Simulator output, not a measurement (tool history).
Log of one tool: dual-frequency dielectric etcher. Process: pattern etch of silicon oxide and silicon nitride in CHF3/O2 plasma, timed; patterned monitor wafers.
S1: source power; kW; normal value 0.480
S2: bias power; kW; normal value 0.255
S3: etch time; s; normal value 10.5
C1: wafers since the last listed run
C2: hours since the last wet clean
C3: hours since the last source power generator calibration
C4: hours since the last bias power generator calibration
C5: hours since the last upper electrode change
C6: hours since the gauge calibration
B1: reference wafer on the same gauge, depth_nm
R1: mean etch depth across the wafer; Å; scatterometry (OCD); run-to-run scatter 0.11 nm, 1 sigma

{"run": 1, "hour": 0.0, "S1": 0.52, "S2": 0.255, "S3": 10.5, "C1": 0, "C2": 374.4, "C3": 2050.5, "C4": 4012.0, "C5": 2121.3, "C6": 2338.5, "B1": 17.0, "R1": 163.4}
{"run": 2, "hour": 60.7, "S1": 0.52, "S2": 0.255, "S3": 10.5, "C1": 955, "C2": 435.1, "C3": 2111.2, "C4": 4072.7, "C5": 2182.0, "C6": 2399.2, "B1": 16.97, "R1": 160.1}
{"hour": 124.1, "done": "wet clean of the chamber"}
{"run": 3, "hour": 124.6, "S1": 0.52, "S2": 0.255, "S3": 10.5, "C1": 628, "C2": 0.5, "C3": 2175.1, "C4": 4136.6, "C5": 2245.9, "C6": 2463.1, "B1": 17.05, "R1": 169.5}
{"hour": 134.5, "done": "bias power generator calibrated"}
{"run": 4, "hour": 168.7, "S1": 0.45, "S2": 0.255, "S3": 10.5, "C1": 631, "C2": 44.6, "C3": 2219.2, "C4": 34.2, "C5": 2290.0, "C6": 2507.2, "B1": 17.04, "R1": 164.1}
{"run": 5, "hour": 216.7, "S1": 0.45, "S2": 0.255, "S3": 10.5, "C1": 755, "C2": 92.6, "C3": 2267.2, "C4": 82.2, "C5": 2338.0, "C6": 2555.2, "B1": 17.0, "R1": 161.6}
{"run": 6, "hour": 255.6, "S1": 0.48, "S2": 0.282, "S3": 10.5, "C1": 612, "C2": 131.5, "C3": 2306.1, "C4": 121.1, "C5": 2376.9, "C6": 2594.1, "B1": 17.03, "R1": 167.6}
{"run": 7, "hour": 324.4, "S1": 0.53, "S2": 0.206, "S3": 10.5, "C1": 1083, "C2": 200.3, "C3": 2374.9, "C4": 189.9, "C5": 2445.7, "C6": 2662.9, "B1": 17.02, "R1": 158.3}
{"hour": 366.2, "done": "upper electrode replaced, of another model than before"}
{"run": 8, "hour": 390.2, "S1": 0.48, "S2": 0.255, "S3": 10.5, "C1": 658, "C2": 266.1, "C3": 2440.7, "C4": 255.7, "C5": 24.0, "C6": 2728.7, "B1": 16.94, "R1": 162.7}
{"run": 9, "hour": 431.0, "S1": 0.52, "S2": 0.255, "S3": 10.5, "C1": 642, "C2": 306.9, "C3": 2481.5, "C4": 296.5, "C5": 64.8, "C6": 2769.5, "B1": 16.99, "R1": 164.4}
{"run": 10, "hour": 491.3, "S1": 0.37, "S2": 0.255, "S3": 10.5, "C1": 949, "C2": 367.2, "C3": 2541.8, "C4": 356.8, "C5": 125.1, "C6": 2829.8, "B1": 17.0, "R1": 156.1}
{"run": 11, "hour": 525.0, "S1": 0.48, "S2": 0.255, "S3": 12.5, "C1": 530, "C2": 400.9, "C3": 2575.5, "C4": 390.5, "C5": 158.8, "C6": 2863.5, "B1": 17.0, "R1": 191.1}
{"hour": 532.8, "done": "gauge calibrated"}
{"run": 12, "hour": 570.7, "S1": 0.48, "S2": 0.255, "S3": 10.5, "C1": 719, "C2": 446.6, "C3": 2621.2, "C4": 436.2, "C5": 204.5, "C6": 37.9, "B1": 17.02, "R1": 158.9}
{"run": 13, "hour": 621.3, "S1": 0.56, "S2": 0.255, "S3": 12.5, "C1": 796, "C2": 497.2, "C3": 2671.8, "C4": 486.8, "C5": 255.1, "C6": 88.5, "B1": 16.96, "R1": 193.1}
{"hour": 703.9, "done": "wet clean of the chamber"}
{"run": 14, "hour": 704.4, "S1": 0.39, "S2": 0.236, "S3": 12.5, "C1": 930, "C2": 0.5, "C3": 2754.9, "C4": 569.9, "C5": 338.2, "C6": 171.6, "B1": 16.96, "R1": 187.7}
{"hour": 751.9, "done": "source power generator calibrated"}
{"run": 15, "hour": 754.9, "S1": 0.55, "S2": 0.234, "S3": 11.5, "C1": 732, "C2": 51.0, "C3": 3.0, "C4": 620.4, "C5": 388.7, "C6": 222.1, "B1": 16.99, "R1": 174.9}
{"run": 16, "hour": 933.9, "S1": 0.48, "S2": 0.255, "S3": 10.5, "C1": 2818, "C2": 230.0, "C3": 182.0, "C4": 799.4, "C5": 567.7, "C6": 401.1, "B1": 16.97, "R1": 162.1}
{"run": 17, "hour": 993.5, "S1": 0.56, "S2": 0.281, "S3": 10.5, "C1": 938, "C2": 289.6, "C3": 241.6, "C4": 859.0, "C5": 627.3, "C6": 460.7, "B1": 17.02, "R1": 170.5}

For run 18, what comes out?
{"run": 18, "hour": 1030.1, "S1": 0.48, "S2": 0.255, "S3": 10.5, "C1": 576, "C2": 326.2, "C3": 278.2, "C4": 895.6, "C5": 663.9, "C6": 497.3, "B1": "?", "R1": "?"}

B1: 16.99
R1: 159.5 Å
With no hidden state in the tool, this same run would have given R1 164.8 Å.

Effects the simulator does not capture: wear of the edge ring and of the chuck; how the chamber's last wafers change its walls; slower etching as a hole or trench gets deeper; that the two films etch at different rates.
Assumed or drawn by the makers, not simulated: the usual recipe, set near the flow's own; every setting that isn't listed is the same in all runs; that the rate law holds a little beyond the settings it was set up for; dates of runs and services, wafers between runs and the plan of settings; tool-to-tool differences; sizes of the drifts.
